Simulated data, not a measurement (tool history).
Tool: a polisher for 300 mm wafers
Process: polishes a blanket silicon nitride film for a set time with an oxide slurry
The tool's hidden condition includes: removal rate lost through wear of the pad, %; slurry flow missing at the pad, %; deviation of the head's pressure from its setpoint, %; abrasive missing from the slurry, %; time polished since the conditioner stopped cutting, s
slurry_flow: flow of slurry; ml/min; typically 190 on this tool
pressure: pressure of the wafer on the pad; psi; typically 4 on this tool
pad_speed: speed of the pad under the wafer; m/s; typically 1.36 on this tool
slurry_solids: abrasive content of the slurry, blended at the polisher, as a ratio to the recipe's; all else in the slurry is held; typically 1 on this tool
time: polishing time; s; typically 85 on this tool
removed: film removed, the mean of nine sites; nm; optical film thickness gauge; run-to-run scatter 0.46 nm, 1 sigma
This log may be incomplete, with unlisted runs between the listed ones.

run	hour	slurry_flow	pressure	pad_speed	slurry_solids	time	wafers since the last listed run	wafers polished on this pad	hours since the slurry nozzle was cleaned	hours since the head pressure was calibrated	hours since the slurry blender was calibrated	hours since the conditioning disc was replaced	incoming thickness of the incoming film, nm	removed
1	0	190	4	1.36	1	85	0	800	158.3	113	241.7	309	552.1	68.2
2	52	190	4	1.36	1	85	511	1311	210.3	165	293.7	361	553.2	67.8
3	91	190	4	1.36	1	85	383	1694	249.3	204	332.7	400	551.3	68.8
4	146.6	190	4	1.36	1	85	546	2241	304.9	259.6	388.3	455.6	558.2	67.4
5	224.2	190	4	1.36	1	85	762	3004	382.5	337.2	465.9	533.2	544.4	68
# hour 227.8: slurry blender recalibrated
# hour 243: conditioning disc replaced and pad reconditioned
6	267.3	190	4	1.36	1.1	85	384	3388	425.6	380.3	39.5	24.3	545.1	70
# hour 350.7: slurry nozzle cleaned
7	371.8	190	4	1.36	1	85	1017	4405	21.1	484.8	144	128.8	543.8	68.5
# hour 451: worn pad replaced by a new one
8	694.9	190	4	1.36	1	85	3135	2396	344.2	807.9	467.1	451.9	540.2	68.3
# hour 747.5: conditioning disc replaced and pad reconditioned
# hour 763: head pressure recalibrated
9	779.2	190	3.7	1.36	1	85	789	3185	428.5	16.2	551.4	31.7	547.4	64.4
# hour 822: slurry blender recalibrated
10	836.8	190	3.7	1.36	1	85	546	3732	486.1	73.8	14.8	89.3	552.7	64.5
11	877.9	190	3.1	1.52	1	106	403	4136	527.2	114.9	55.9	130.4	543.4	76
# hour 921: worn pad replaced by a new one
12	941	190	5.1	1.36	1	85	580	196	590.3	178	119	193.5	551.3	81
# hour 970.1: slurry nozzle cleaned
13	1005.8	190	4	1.36	1	85	626	823	35.7	242.8	183.8	258.3	551.6	67.8
14	1094.8	190	4	1.36	1	85	874	1698	124.7	331.8	272.8	347.3	551.3	68.6
15	1172.9	190	3.4	1.76	1	77	767	2466	202.8	409.9	350.9	425.4	551.3	64.5
# hour 1223.4: conditioning disc replaced and pad reconditioned
16	1257.9	190	3.7	1.36	1	85	815	3281	287.8	494.9	435.9	34.5	546.5	63.9
17	1358.1	190	4	1.36	1	85	984	4266	388	595.1	536.1	134.7	550.8	68.7
18	1431.8	190	2.7	1.52	1.1	85	724	4990	461.7	668.8	609.8	208.4	542.4	58
# hour 1453: slurry blender recalibrated
# hour 1512.8: worn pad replaced by a new one
19	1532.3	250	4.6	1.68	1	97	928	191	562.2	769.3	79.3	308.9	551.5	101.7
# hour 1577.7: slurry nozzle cleaned
20	1596.1	190	4.9	0.98	1.1	85	617	808	18.4	833.1	143.1	372.7	554.7	67.1
21	1694.2	190	4.9	1.36	0.9	85	964	1772	116.5	931.2	241.2	470.8	552.6	75.3
22	1760.3	130	4	1.36	1	85	649	2422	182.6	997.3	307.3	536.9	548.8	64.3
# hour 1776.8: head pressure recalibrated
# hour 1827.4: conditioning disc replaced and pad reconditioned
23	1854	140	4	1.36	1	85	881	3303	276.3	77.2	401	26.6	550.7	64.5
24	1931.8	190	4	1.36	1	110	764	4068	354.1	155	478.8	104.4	554.9	87
# hour 1969: slurry blender recalibrated
25	1987.9	190	4	1.36	1	108	531	4599	410.2	211.1	18.9	160.5	553.3	86
# hour 2065.2: slurry nozzle cleaned
# hour 2087.5: worn pad replaced by a new one
26	2090.2	190	4	1.36	1	85	956	26	25	313.4	121.2	262.8	545.8	67.8

Below are 3 alternative next runs, each starting from the tool's condition after run 26. Predict each:
A	2090.6	190	4	1.36	1	85	3	30	25.4	313.8	121.6	263.2	551.8	?
B	2090.6	190	4.5	1.36	1	85	3	30	25.4	313.8	121.6	263.2	551.8	?
C	2090.6	190	2.7	1.36	1.2	62	3	30	25.4	313.8	121.6	263.2	551.8	?

run	removed
A	67.9
B	74.1
C	40.6
With the hidden condition removed and each run's random variation left untouched, the same runs would have given:
run	removed
A	67.9
B	74.1
C	40.6

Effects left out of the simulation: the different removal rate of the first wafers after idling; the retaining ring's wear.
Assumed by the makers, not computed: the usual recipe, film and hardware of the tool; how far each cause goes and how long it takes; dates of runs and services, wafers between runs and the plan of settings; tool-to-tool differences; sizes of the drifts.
